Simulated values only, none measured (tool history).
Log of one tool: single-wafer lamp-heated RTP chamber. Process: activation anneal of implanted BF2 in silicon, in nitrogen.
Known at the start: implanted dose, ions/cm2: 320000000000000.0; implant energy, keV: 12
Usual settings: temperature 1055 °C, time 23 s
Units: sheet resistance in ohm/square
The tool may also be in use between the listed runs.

run     day  temperature  time  read-back reference wafer on the same gauge, sheet resistance  sheet resistance
  1   0.000         1074    23                                                         429.09            366.90
      0.917  -- pyrometer window cleaned and pyrometer calibrated
  2   3.446         1074    23                                                         429.10            369.00
  3   7.596         1074    23                                                         429.04            368.93
  4   9.933         1055    18                                                         428.98            377.91
     10.575  -- reflector plate cleaned
  5  16.067         1055    18                                                         428.95            381.08
  6  18.850         1055    18                                                         429.10            379.77
  7  22.108         1055    15                                                         428.96            381.48
     23.850  -- pyrometer window cleaned and pyrometer calibrated
  8  24.846         1055    15                                                         428.91            386.03
  9  27.162         1055    15                                                         429.00            383.72
 10  31.612         1055    23                                                         429.15            375.01
 11  33.338         1055    23                                                         428.81            374.67
 12  37.829         1055    23                                                         429.02            373.96
 13  40.483         1055    27                                                         428.86            370.63
     43.054  -- pyrometer window cleaned and pyrometer calibrated
 14  51.325         1082    36                                                         429.08            357.83
 15  54.883         1055    23                                                         428.91            374.07
 16  57.071         1027    14                                                         428.87            391.31
 17  58.808         1027    23                                                         429.12            383.66
 18  61.342         1082    12                                                         429.01            376.32

Run 19 comes next. What will it give?
     64.133  -- pyrometer window cleaned and pyrometer calibrated
     65.250  -- gauge calibrated
     65.392  -- reflector plate cleaned
 19  65.762         1081    17                                                              ?                 ?

{"run 19": {"read-back reference wafer on the same gauge, sheet resistance": 429.13, "sheet resistance": 376.26}}
Without the tool's hidden state the same run would have given sheet resistance 377.45 ohm/square.
